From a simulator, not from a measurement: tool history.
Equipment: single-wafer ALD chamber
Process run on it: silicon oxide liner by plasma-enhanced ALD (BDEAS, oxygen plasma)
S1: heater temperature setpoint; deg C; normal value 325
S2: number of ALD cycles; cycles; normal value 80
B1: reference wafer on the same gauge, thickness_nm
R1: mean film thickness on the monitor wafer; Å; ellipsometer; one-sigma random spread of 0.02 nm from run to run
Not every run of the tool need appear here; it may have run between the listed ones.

run	hour	S1	S2	B1	R1
1	0	325	80	8.286	77.86
2	89.7	325	80	8.287	78.29
3	151	325	80	8.29	78.15
4	193.7	325	80	8.291	78.17
5	242.1	325	80	8.29	78.22
6	287.3	325	90	8.287	87.92
7	377.1	325	90	8.288	87.96
8	468.7	318	80	8.29	78.93
9	528.2	325	85	8.291	82.68
10	634.7	325	85	8.288	83.15
11	676.1	325	85	8.289	82.77
12	770.2	325	72	8.289	70.44
13	848.5	325	72	8.289	70.43
14	952.3	325	72	8.291	70.29
15	1057.4	325	80	8.295	78.04
16	1117.5	325	80	8.286	78.03
17	1171.1	325	80	8.289	77.82
18	1274.3	325	80	8.293	78.21
19	1345	325	80	8.293	77.97
20	1396.3	333	80	8.286	77.19
21	1451.4	333	80	8.291	77.54
22	1494.2	315	80	8.287	79.08
23	1576.4	325	80	8.287	78.02
24	1628.9	332	70	8.288	67.87
25	1729.1	338	80	8.296	76.59
26	1817.4	312	94	8.285	93.34
27	1926.7	313	67	8.293	66.53
28	2223.1	325	80	8.292	78.08
29	2328.5	325	80	8.289	78.16
30	2370.2	325	71	8.289	69.2
31	2437	325	90	8.291	87.72
32	2474.4	316	80	8.289	79.18
33	2519.8	336	80	8.288	77.18
34	2583.5	338	92	8.286	88.36
35	2663.1	318	93	8.289	91.66
36	2740.9	325	80	8.285	78.12
37	2817.7	337	89	8.287	86.06
38	2894.4	325	80	8.291	78.26
39	2944	325	73	8.286	71.19
40	3074.1	318	80	8.289	78.82
41	3383.8	319	88	8.287	86.63
42	3451.1	325	80	8.288	78.19

The log once held 3 entries between its listed runs, left out of this copy. Where does each go, and what is different about the tool's unlogged condition between the listed run before it and the listed run after it?
Between runs 18 and 19: thermocouple changed; heater temperature recalibrated (hour 1284.8)
  no difference in the tool's unlogged condition between these two runs
Between runs 19 and 20: gauge calibrated (hour 1384)
  no difference in the tool's unlogged condition between these two runs
Between runs 40 and 41: thermocouple changed; heater temperature recalibrated (hour 3320.5)
  no difference in the tool's unlogged condition between these two runs
